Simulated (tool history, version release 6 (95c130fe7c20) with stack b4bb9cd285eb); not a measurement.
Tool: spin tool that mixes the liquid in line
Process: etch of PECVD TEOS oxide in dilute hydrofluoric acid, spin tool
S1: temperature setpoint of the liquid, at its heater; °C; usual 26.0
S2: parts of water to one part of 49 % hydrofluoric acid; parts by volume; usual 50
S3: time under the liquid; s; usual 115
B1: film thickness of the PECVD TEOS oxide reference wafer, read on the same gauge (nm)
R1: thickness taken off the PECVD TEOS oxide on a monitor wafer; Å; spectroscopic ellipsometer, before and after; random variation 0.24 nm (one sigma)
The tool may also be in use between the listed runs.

{"run": 1, "hour": 0.0, "S1": 26.0, "S2": 50, "S3": 115, "B1": 139.98, "R1": 264.7}
{"run": 2, "hour": 14.9, "S1": 26.0, "S2": 50, "S3": 115, "B1": 139.99, "R1": 261.6}
{"run": 3, "hour": 30.2, "S1": 26.0, "S2": 50, "S3": 115, "B1": 139.99, "R1": 264.4}
{"run": 4, "hour": 71.2, "S1": 26.0, "S2": 60, "S3": 115, "B1": 140.0, "R1": 213.6}
{"run": 5, "hour": 82.7, "S1": 26.0, "S2": 50, "S3": 115, "B1": 140.01, "R1": 259.1}
{"run": 6, "hour": 91.0, "S1": 26.0, "S2": 50, "S3": 115, "B1": 140.02, "R1": 256.6}
{"run": 7, "hour": 103.7, "S1": 26.0, "S2": 50, "S3": 115, "B1": 140.02, "R1": 260.7}
{"run": 8, "hour": 114.1, "S1": 30.0, "S2": 50, "S3": 115, "B1": 139.98, "R1": 330.0}
{"run": 9, "hour": 120.7, "S1": 30.0, "S2": 75, "S3": 115, "B1": 140.0, "R1": 211.4}
{"run": 10, "hour": 135.5, "S1": 22.5, "S2": 25, "S3": 75, "B1": 140.0, "R1": 327.3}
{"run": 11, "hour": 151.5, "S1": 26.0, "S2": 50, "S3": 115, "B1": 140.0, "R1": 282.6}
{"run": 12, "hour": 166.0, "S1": 26.0, "S2": 25, "S3": 55, "B1": 140.02, "R1": 274.8}
{"run": 13, "hour": 175.3, "S1": 26.0, "S2": 50, "S3": 65, "B1": 139.99, "R1": 156.1}
{"run": 14, "hour": 193.1, "S1": 24.0, "S2": 50, "S3": 90, "B1": 140.01, "R1": 201.2}
{"run": 15, "hour": 205.5, "S1": 24.0, "S2": 55, "S3": 85, "B1": 140.02, "R1": 170.4}

Not shown: 3 entries that the log had between the listed runs. Between which runs, and how does the tool's hidden state differ before and after?
Between runs 6 and 7: thermometer replaced (hour 103.3)
  hydrofluoric acid flow below the setpoint (%): 9.71 -> 9.92
  measured less the result without the state, R1: -29.8 -> -30.9 Å
Between runs 7 and 8: hydrofluoric acid flow meter replaced (hour 105.7)
  hydrofluoric acid flow below the setpoint (%): 9.92 -> 2.38
  measured less the result without the state, R1: -30.9 -> -8.7 Å
Between runs 11 and 12: gauge calibrated (hour 152.3)
  hydrofluoric acid flow below the setpoint (%): 2.98 -> 3.22
  measured less the result without the state, R1: -9.3 -> -9.4 Å

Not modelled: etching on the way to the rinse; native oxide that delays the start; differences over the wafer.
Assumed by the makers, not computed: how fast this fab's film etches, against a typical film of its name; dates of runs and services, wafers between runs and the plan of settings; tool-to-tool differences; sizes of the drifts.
